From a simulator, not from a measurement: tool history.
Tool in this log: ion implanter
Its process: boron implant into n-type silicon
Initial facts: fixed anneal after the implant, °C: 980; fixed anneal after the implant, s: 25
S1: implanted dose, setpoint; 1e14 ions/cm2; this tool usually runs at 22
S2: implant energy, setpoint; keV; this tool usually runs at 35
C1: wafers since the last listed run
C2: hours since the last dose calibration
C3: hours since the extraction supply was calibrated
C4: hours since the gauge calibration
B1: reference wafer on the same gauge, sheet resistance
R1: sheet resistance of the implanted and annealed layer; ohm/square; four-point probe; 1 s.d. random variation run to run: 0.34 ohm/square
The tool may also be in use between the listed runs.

run 1 day=0 | S1=22 S2=28.5 | C1=0 C2=109.8 C3=2452.9 C4=436.2 | B1=81.72 | R1=75.73
run 2 day=2.571 | S1=22 S2=35 | C1=1961 C2=171.5 C3=2514.6 C4=497.9 | B1=81.74 | R1=73.2
run 3 day=4.129 | S1=22 S2=35 | C1=1188 C2=208.9 C3=2552 C4=535.3 | B1=81.6 | R1=73.83
run 4 day=7.512 | S1=22 S2=35 | C1=2581 C2=290.1 C3=2633.2 C4=616.5 | B1=81.73 | R1=73.64
run 5 day=10.421 | S1=17.69 S2=30.5 | C1=2218 C2=359.9 C3=2703 C4=686.3 | B1=81.66 | R1=86.2
run 6 day=14.538 | S1=17.69 S2=30.5 | C1=3140 C2=458.7 C3=2801.8 C4=785.1 | B1=81.62 | R1=85.49
run 7 day=18.329 | S1=22 S2=35 | C1=2892 C2=549.7 C3=2892.8 C4=876.1 | B1=81.67 | R1=73.49
run 8 day=22.508 | S1=22 S2=35 | C1=3188 C2=650 C3=2993.1 C4=976.4 | B1=81.69 | R1=73.45
run 9 day=25.012 | S1=22 S2=35 | C1=1910 C2=710.1 C3=3053.2 C4=1036.5 | B1=81.76 | R1=73.76
run 10 day=27.225 | S1=22 S2=35 | C1=1687 C2=763.2 C3=3106.3 C4=1089.6 | B1=81.56 | R1=73.45
run 11 day=30.788 | S1=22 S2=30 | C1=2717 C2=848.7 C3=3191.8 C4=1175.1 | B1=81.64 | R1=75.37
-- day=34.808 Faraday cup replaced and dose calibrated
run 12 day=34.829 | S1=22 S2=30 | C1=2829 C2=0.5 C3=3288.8 C4=1272.1 | B1=81.62 | R1=75.38
run 13 day=38.25 | S1=22 S2=30 | C1=2609 C2=82.6 C3=3370.9 C4=1354.2 | B1=81.72 | R1=75.54
run 14 day=41.029 | S1=25.71 S2=28.5 | C1=2120 C2=149.3 C3=3437.6 C4=1420.9 | B1=81.7 | R1=69.98
run 15 day=42.812 | S1=25.71 S2=28.5 | C1=1360 C2=192.1 C3=3480.4 C4=1463.7 | B1=81.73 | R1=70.94
run 16 day=46.929 | S1=22 S2=35 | C1=3140 C2=290.9 C3=3579.2 C4=1562.5 | B1=81.65 | R1=73.8
run 17 day=51.246 | S1=22 S2=35 | C1=3293 C2=394.5 C3=3682.8 C4=1666.1 | B1=81.68 | R1=73.63
run 18 day=53.829 | S1=24.72 S2=35 | C1=1970 C2=456.5 C3=3744.8 C4=1728.1 | B1=81.65 | R1=68.37
run 19 day=56.5 | S1=20.25 S2=41.5 | C1=2037 C2=520.6 C3=3808.9 C4=1792.2 | B1=81.77 | R1=75.23
run 20 day=60.375 | S1=27.93 S2=42.5 | C1=2956 C2=613.6 C3=3901.9 C4=1885.2 | B1=81.64 | R1=62.63
run 21 day=61.979 | S1=20.02 S2=27 | C1=1223 C2=652.1 C3=3940.4 C4=1923.7 | B1=81.79 | R1=81.41
run 22 day=65.025 | S1=22 S2=35 | C1=2323 C2=725.2 C3=4013.5 C4=1996.8 | B1=81.63 | R1=73.46
run 23 day=69.371 | S1=27.21 S2=30.5 | C1=3315 C2=829.5 C3=4117.8 C4=2101.1 | B1=81.66 | R1=67.22
run 24 day=72.983 | S1=22 S2=35 | C1=2756 C2=916.2 C3=4204.5 C4=2187.8 | B1=81.74 | R1=72.93
run 25 day=75.688 | S1=20 S2=31.5 | C1=2063 C2=981.1 C3=4269.4 C4=2252.7 | B1=81.66 | R1=78.3
-- day=76.025 Faraday cup replaced and dose calibrated
-- day=77.058 gauge calibrated
-- day=80.525 extraction supply calibrated
run 26 day=88.221 | S1=24.17 S2=42.5 | C1=9053 C2=292.7 C3=184.7 C4=267.9 | B1=81.7 | R1=67.59
run 27 day=91.3 | S1=27.67 S2=27 | C1=2349 C2=366.6 C3=258.6 C4=341.8 | B1=81.65 | R1=68.83
run 28 day=94.288 | S1=27.72 S2=35 | C1=2279 C2=438.3 C3=330.3 C4=413.5 | B1=81.6 | R1=64.37
run 29 day=96.562 | S1=22 S2=35 | C1=1735 C2=492.9 C3=384.9 C4=468.1 | B1=81.76 | R1=73.58
run 30 day=98.733 | S1=28.33 S2=39 | C1=1656 C2=545 C3=437 C4=520.2 | B1=81.66 | R1=62.04
run 31 day=100.638 | S1=26.76 S2=47 | C1=1452 C2=590.7 C3=482.7 C4=565.9 | B1=81.62 | R1=63.04
run 32 day=108.854 | S1=23.86 S2=35 | C1=6268 C2=787.9 C3=679.9 C4=763.1 | B1=81.64 | R1=69.38
run 33 day=111.779 | S1=22 S2=35 | C1=2231 C2=858.1 C3=750.1 C4=833.3 | B1=81.56 | R1=72.94
-- day=114.617 Faraday cup replaced and dose calibrated
run 34 day=114.638 | S1=18.84 S2=30.5 | C1=1926 C2=0.5 C3=818.7 C4=901.9 | B1=81.67 | R1=82.77
run 35 day=116.988 | S1=19.93 S2=39 | C1=1792 C2=56.9 C3=875.1 C4=958.3 | B1=81.8 | R1=77.1
run 36 day=119.742 | S1=24.79 S2=35 | C1=2101 C2=123 C3=941.2 C4=1024.4 | B1=81.71 | R1=68.63
run 37 day=123.246 | S1=24.58 S2=39 | C1=2673 C2=207.1 C3=1025.3 C4=1108.5 | B1=81.68 | R1=67.37

Hidden condition of the tool, last listed run before each entry between runs versus first listed run after:
From run 11 to run 12: Faraday cup replaced and dose calibrated (day 34.808)
  no difference in the tool's unlogged condition between these two runs
From run 25 to run 26: Faraday cup replaced and dose calibrated (day 76.025); gauge calibrated (day 77.058); extraction supply calibrated (day 80.525)
  no difference in the tool's unlogged condition between these two runs
From run 33 to run 34: Faraday cup replaced and dose calibrated (day 114.617)
  no difference in the tool's unlogged condition between these two runs

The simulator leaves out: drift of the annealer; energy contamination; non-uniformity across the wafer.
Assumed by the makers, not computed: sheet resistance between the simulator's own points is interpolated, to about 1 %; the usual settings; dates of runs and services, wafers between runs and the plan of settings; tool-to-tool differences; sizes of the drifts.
